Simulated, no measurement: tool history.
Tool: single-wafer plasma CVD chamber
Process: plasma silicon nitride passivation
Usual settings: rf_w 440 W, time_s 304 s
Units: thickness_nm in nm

run	day	rf_w	time_s	read-back reference wafer on the same gauge, thickness_nm	thickness_nm
1	0.000	440	304	449.986	376.593
2	0.529	440	304	450.086	376.023
3	1.008	440	304	450.012	377.515
4	1.679	440	304	449.862	376.136
5	2.388	415	304	449.866	372.041
6	2.679	415	304	450.050	371.190
7	3.171	440	304	450.061	376.497
8	3.683	440	304	450.040	377.112
9	4.225	440	304	450.003	376.103
10	4.833	440	304	450.027	377.029
11	5.442	440	304	450.106	375.732
12	5.829	440	340	449.999	420.588
13	6.312	405	304	450.142	369.636
14	6.850	440	304	450.105	376.772
15	7.500	440	304	450.033	375.908
# day 8.488: showerhead replaced
16	8.508	440	304	450.018	377.189
17	8.725	440	304	449.950	375.823
# day 9.050: gauge calibrated
18	9.133	440	304	450.023	376.082
19	9.529	440	304	450.087	376.445
20	9.783	440	304	449.984	375.999
21	10.379	440	304	450.095	376.600
22	11.042	355	304	450.182	361.209
23	11.338	410	269	450.035	327.598
24	11.921	440	259	449.854	320.138
25	12.225	440	304	449.904	376.959
26	12.592	470	245	449.989	307.909
27	13.304	490	258	450.104	326.628
28	14.046	475	253	450.182	319.088
# day 14.650: RF generator calibrated
29	14.671	400	346	450.008	426.949
30	15.088	370	273	449.893	332.405
31	15.779	385	248	449.956	303.318
32	16.258	440	304	449.984	381.779
33	16.521	495	304	450.120	392.076
34	17.054	440	251	450.017	315.076
35	17.771	440	340	450.117	426.773
36	18.500	490	359	450.016	461.989
37	20.288	440	304	449.989	380.242
38	20.600	385	246	449.983	299.720
39	20.896	465	259	450.003	327.351
40	21.450	525	259	449.975	336.483
41	21.996	380	285	449.940	345.606
42	22.746	385	360	450.063	438.126

3 ways to go on from here, each from the tool as it stands after run 42. What would each give?
A	22.767	440	304	?	?
B	22.767	470	360	?	?
C	22.767	480	339	?	?

run	read-back reference wafer on the same gauge, thickness_nm	thickness_nm
A	449.963	380.432
B	449.963	456.896
C	449.963	432.204
Without the tool's hidden state the same runs would have given:
run	thickness_nm
A	383.303
B	460.343
C	435.465
